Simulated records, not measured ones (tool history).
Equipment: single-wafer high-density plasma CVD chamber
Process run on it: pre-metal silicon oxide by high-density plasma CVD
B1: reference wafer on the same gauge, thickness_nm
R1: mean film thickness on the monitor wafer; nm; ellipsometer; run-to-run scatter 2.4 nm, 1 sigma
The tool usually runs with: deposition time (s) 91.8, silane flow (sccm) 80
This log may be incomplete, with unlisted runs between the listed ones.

run 1 hour=0.0 | deposition_time_(s)=84.4 silane_flow_(sccm)=80 | B1=587.818 | R1=675.520
run 2 hour=62.8 | deposition_time_(s)=84.4 silane_flow_(sccm)=80 | B1=588.276 | R1=676.746
run 3 hour=89.9 | deposition_time_(s)=84.4 silane_flow_(sccm)=80 | B1=587.990 | R1=677.157
run 4 hour=149.6 | deposition_time_(s)=91.8 silane_flow_(sccm)=80 | B1=588.340 | R1=739.015
run 5 hour=210.1 | deposition_time_(s)=91.8 silane_flow_(sccm)=80 | B1=589.270 | R1=735.861
run 6 hour=271.6 | deposition_time_(s)=91.8 silane_flow_(sccm)=80 | B1=589.189 | R1=737.463
run 7 hour=313.2 | deposition_time_(s)=91.8 silane_flow_(sccm)=92 | B1=589.386 | R1=839.726
run 8 hour=360.8 | deposition_time_(s)=91.8 silane_flow_(sccm)=92 | B1=589.509 | R1=842.167
run 9 hour=396.8 | deposition_time_(s)=91.8 silane_flow_(sccm)=92 | B1=589.746 | R1=842.538
run 10 hour=439.0 | deposition_time_(s)=91.8 silane_flow_(sccm)=80 | B1=590.506 | R1=737.463
run 11 hour=505.5 | deposition_time_(s)=91.8 silane_flow_(sccm)=80 | B1=590.313 | R1=736.335
run 12 hour=532.4 | deposition_time_(s)=91.8 silane_flow_(sccm)=80 | B1=590.598 | R1=739.688
run 13 hour=599.3 | deposition_time_(s)=91.8 silane_flow_(sccm)=73 | B1=590.887 | R1=676.062
run 14 hour=669.4 | deposition_time_(s)=99.7 silane_flow_(sccm)=80 | B1=591.073 | R1=802.726
run 15 hour=732.2 | deposition_time_(s)=99.7 silane_flow_(sccm)=80 | B1=591.120 | R1=797.837
run 16 hour=797.3 | deposition_time_(s)=102.5 silane_flow_(sccm)=86 | B1=591.722 | R1=881.411
run 17 hour=824.9 | deposition_time_(s)=83.3 silane_flow_(sccm)=80 | B1=591.490 | R1=668.938
run 18 hour=849.5 | deposition_time_(s)=91.8 silane_flow_(sccm)=80 | B1=591.433 | R1=736.677
run 19 hour=879.4 | deposition_time_(s)=91.8 silane_flow_(sccm)=80 | B1=591.692 | R1=735.433
run 20 hour=923.5 | deposition_time_(s)=91.8 silane_flow_(sccm)=80 | B1=591.711 | R1=742.243
run 21 hour=981.6 | deposition_time_(s)=91.8 silane_flow_(sccm)=80 | B1=591.654 | R1=740.681
run 22 hour=1018.3 | deposition_time_(s)=91.8 silane_flow_(sccm)=80 | B1=591.759 | R1=735.663
run 23 hour=1056.4 | deposition_time_(s)=91.8 silane_flow_(sccm)=80 | B1=592.038 | R1=739.268
run 24 hour=1088.8 | deposition_time_(s)=106.5 silane_flow_(sccm)=76 | B1=591.752 | R1=813.813
run 25 hour=1124.0 | deposition_time_(s)=91.8 silane_flow_(sccm)=80 | B1=592.458 | R1=742.913
run 26 hour=1148.5 | deposition_time_(s)=91.8 silane_flow_(sccm)=93 | B1=591.813 | R1=852.977
run 27 hour=1214.0 | deposition_time_(s)=91.8 silane_flow_(sccm)=80 | B1=592.489 | R1=743.388
run 28 hour=1273.4 | deposition_time_(s)=76.2 silane_flow_(sccm)=67 | B1=592.506 | R1=520.710
run 29 hour=1305.7 | deposition_time_(s)=87.1 silane_flow_(sccm)=96 | B1=592.327 | R1=830.999
run 30 hour=1351.3 | deposition_time_(s)=75.2 silane_flow_(sccm)=70 | B1=592.523 | R1=535.028
run 31 hour=1395.9 | deposition_time_(s)=91.8 silane_flow_(sccm)=80 | B1=592.110 | R1=741.985
run 32 hour=1424.6 | deposition_time_(s)=91.8 silane_flow_(sccm)=86 | B1=592.909 | R1=794.429
run 33 hour=1473.7 | deposition_time_(s)=102.9 silane_flow_(sccm)=80 | B1=592.651 | R1=827.816
run 34 hour=1504.2 | deposition_time_(s)=102.9 silane_flow_(sccm)=71 | B1=592.342 | R1=741.511
-- hour=1595.4 gauge calibrated
run 35 hour=1609.2 | deposition_time_(s)=77.6 silane_flow_(sccm)=67 | B1=577.813 | R1=513.721
-- hour=1633.5 silane flow controller replaced
run 36 hour=1667.5 | deposition_time_(s)=91.8 silane_flow_(sccm)=80 | B1=579.333 | R1=723.016
run 37 hour=1734.0 | deposition_time_(s)=101.8 silane_flow_(sccm)=91 | B1=580.416 | R1=911.394
run 38 hour=1765.2 | deposition_time_(s)=101.1 silane_flow_(sccm)=80 | B1=581.567 | R1=793.465
run 39 hour=1823.0 | deposition_time_(s)=98.0 silane_flow_(sccm)=65 | B1=582.520 | R1=639.969
run 40 hour=1879.2 | deposition_time_(s)=87.0 silane_flow_(sccm)=65 | B1=583.020 | R1=568.643
run 41 hour=1915.4 | deposition_time_(s)=97.8 silane_flow_(sccm)=96 | B1=583.678 | R1=927.725
run 42 hour=1973.3 | deposition_time_(s)=84.9 silane_flow_(sccm)=70 | B1=584.668 | R1=597.211
run 43 hour=2011.3 | deposition_time_(s)=79.6 silane_flow_(sccm)=80 | B1=585.162 | R1=636.918
run 44 hour=2052.7 | deposition_time_(s)=81.7 silane_flow_(sccm)=80 | B1=585.757 | R1=653.396
run 45 hour=2113.6 | deposition_time_(s)=108.5 silane_flow_(sccm)=72 | B1=586.863 | R1=780.834

Here are 3 independent what-if runs from the current tool condition. What would each one return?
run A hour=2114.0 | deposition_time_(s)=91.8 silane_flow_(sccm)=70 | B1=? | R1=?
run B hour=2114.0 | deposition_time_(s)=101.1 silane_flow_(sccm)=88 | B1=? | R1=?
run C hour=2114.0 | deposition_time_(s)=86.3 silane_flow_(sccm)=73 | B1=? | R1=?

run=A B1=586.619 R1=644.898
run=B B1=586.619 R1=882.055
run=C B1=586.619 R1=630.705
Take away the tool's hidden state, keep each run's random variation, and the runs would have read:
run=A R1=636.501
run=B R1=870.570
run=C R1=622.493
